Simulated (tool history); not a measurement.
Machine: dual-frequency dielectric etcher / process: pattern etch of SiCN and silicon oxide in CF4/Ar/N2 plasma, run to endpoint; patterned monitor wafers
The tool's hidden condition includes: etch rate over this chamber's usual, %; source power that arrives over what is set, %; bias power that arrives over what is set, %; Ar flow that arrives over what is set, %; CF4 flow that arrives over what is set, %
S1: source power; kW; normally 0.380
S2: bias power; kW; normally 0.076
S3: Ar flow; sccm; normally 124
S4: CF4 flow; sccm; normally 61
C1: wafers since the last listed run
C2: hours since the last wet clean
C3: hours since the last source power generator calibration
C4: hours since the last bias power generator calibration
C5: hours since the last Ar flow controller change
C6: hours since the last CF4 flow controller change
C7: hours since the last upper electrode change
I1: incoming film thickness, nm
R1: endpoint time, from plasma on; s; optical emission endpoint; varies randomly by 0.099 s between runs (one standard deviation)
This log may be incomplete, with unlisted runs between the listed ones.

run	hour	S1	S2	S3	S4	C1	C2	C3	C4	C5	C6	C7	I1	R1
1	0.0	0.380	0.076	135	61	0	277.6	3030.4	3895.0	3286.9	782.0	2618.1	11.71	17.1
2	92.7	0.380	0.076	135	61	1599	370.3	3123.1	3987.7	3379.6	874.7	2710.8	11.74	17.4
3	130.2	0.380	0.076	124	61	647	407.8	3160.6	4025.2	3417.1	912.2	2748.3	11.69	17.2
4	167.3	0.380	0.076	124	61	640	444.9	3197.7	4062.3	3454.2	949.3	2785.4	11.57	16.8
# hour 199.5: wet clean of the chamber
5	272.9	0.380	0.076	124	61	1407	73.4	3303.3	4167.9	3559.8	1054.9	2891.0	11.76	17.3
6	346.1	0.380	0.076	124	61	1263	146.6	3376.5	4241.1	3633.0	1128.1	2964.2	11.74	17.4
7	438.1	0.380	0.076	124	61	1587	238.6	3468.5	4333.1	3725.0	1220.1	3056.2	11.75	17.3
# hour 484.5: bias power generator calibrated
8	522.9	0.380	0.067	124	61	1394	323.4	3553.3	38.4	3809.8	1304.9	3141.0	11.68	17.6
9	574.0	0.380	0.076	124	64	881	374.5	3604.4	89.5	3860.9	1356.0	3192.1	11.65	16.7
# hour 595.3: Ar flow controller replaced
# hour 630.0: CF4 flow controller replaced
10	677.6	0.380	0.076	124	61	1580	478.1	3708.0	193.1	82.3	47.6	3295.7	11.71	17.0
# hour 720.8: wet clean of the chamber
11	953.0	0.340	0.082	124	70	4337	232.2	3983.4	468.5	357.7	323.0	3571.1	11.73	17.9
12	1038.3	0.380	0.076	111	61	1471	317.5	4068.7	553.8	443.0	408.3	3656.4	11.73	17.1
# hour 1080.9: upper electrode replaced
13	1145.0	0.330	0.062	143	61	1426	424.2	4175.4	660.5	549.7	515.0	64.1	11.71	20.8
# hour 1203.7: wet clean of the chamber
14	1224.3	0.380	0.076	124	48	954	20.6	4254.7	739.8	629.0	594.3	143.4	11.66	18.2
15	1297.5	0.380	0.058	140	48	1263	93.8	4327.9	813.0	702.2	667.5	216.6	11.83	20.0
16	1334.2	0.380	0.058	124	61	633	130.5	4364.6	849.7	738.9	704.2	253.3	11.74	18.4
# hour 1349.7: source power generator calibrated
17	1404.3	0.330	0.076	124	61	1140	200.6	54.6	919.8	809.0	774.3	323.4	11.68	19.3
18	1470.8	0.350	0.076	137	61	1147	267.1	121.1	986.3	875.5	840.8	389.9	11.70	18.6
19	1572.4	0.380	0.076	124	61	1753	368.7	222.7	1087.9	977.1	942.4	491.5	11.81	17.4
20	1613.6	0.350	0.060	124	61	710	409.9	263.9	1129.1	1018.3	983.6	532.7	11.72	19.5
21	1658.4	0.380	0.076	144	51	773	454.7	308.7	1173.9	1063.1	1028.4	577.5	11.63	18.2
# hour 1694.6: wet clean of the chamber
22	1753.1	0.380	0.076	124	61	1219	58.5	403.4	1268.6	1157.8	1123.1	672.2	11.76	17.4
23	1797.2	0.420	0.062	124	71	760	102.6	447.5	1312.7	1201.9	1167.2	716.3	11.72	16.1

Across each entry between runs, compare the hidden state at the last listed run before it with the hidden state at the first listed run after it:
Between runs 4 and 5: wet clean of the chamber (hour 199.5)
  CF4 flow that arrives over what is set, %: -5.26 -> -5.5
  measured result minus the result with no hidden state, R1: +0.2 -> +0.2 s
Between runs 7 and 8: bias power generator calibrated (hour 484.5)
  CF4 flow that arrives over what is set, %: -5.8 -> -5.92
  measured result minus the result with no hidden state, R1: +0.2 -> +0.2 s
Between runs 9 and 10: Ar flow controller replaced (hour 595.3); CF4 flow controller replaced (hour 630.0)
  CF4 flow that arrives over what is set, %: -5.99 -> -0.881
  measured result minus the result with no hidden state, R1: +0.2 -> +0.1 s
Between runs 10 and 11: wet clean of the chamber (hour 720.8)
  CF4 flow that arrives over what is set, %: -0.881 -> -4.05
  measured result minus the result with no hidden state, R1: +0.1 -> +0.2 s
Between runs 12 and 13: upper electrode replaced (hour 1080.9)
  CF4 flow that arrives over what is set, %: -4.74 -> -5.45
  measured result minus the result with no hidden state, R1: +0.2 -> +0.3 s
Between runs 13 and 14: wet clean of the chamber (hour 1203.7)
  CF4 flow that arrives over what is set, %: -5.45 -> -5.89
  measured result minus the result with no hidden state, R1: +0.3 -> +0.3 s
Between runs 16 and 17: source power generator calibrated (hour 1349.7)
  CF4 flow that arrives over what is set, %: -6.4 -> -6.67
  measured result minus the result with no hidden state, R1: +0.3 -> +0.3 s
Between runs 21 and 22: wet clean of the chamber (hour 1694.6)
  CF4 flow that arrives over what is set, %: -7.41 -> -7.6
  measured result minus the result with no hidden state, R1: +0.3 -> +0.4 s
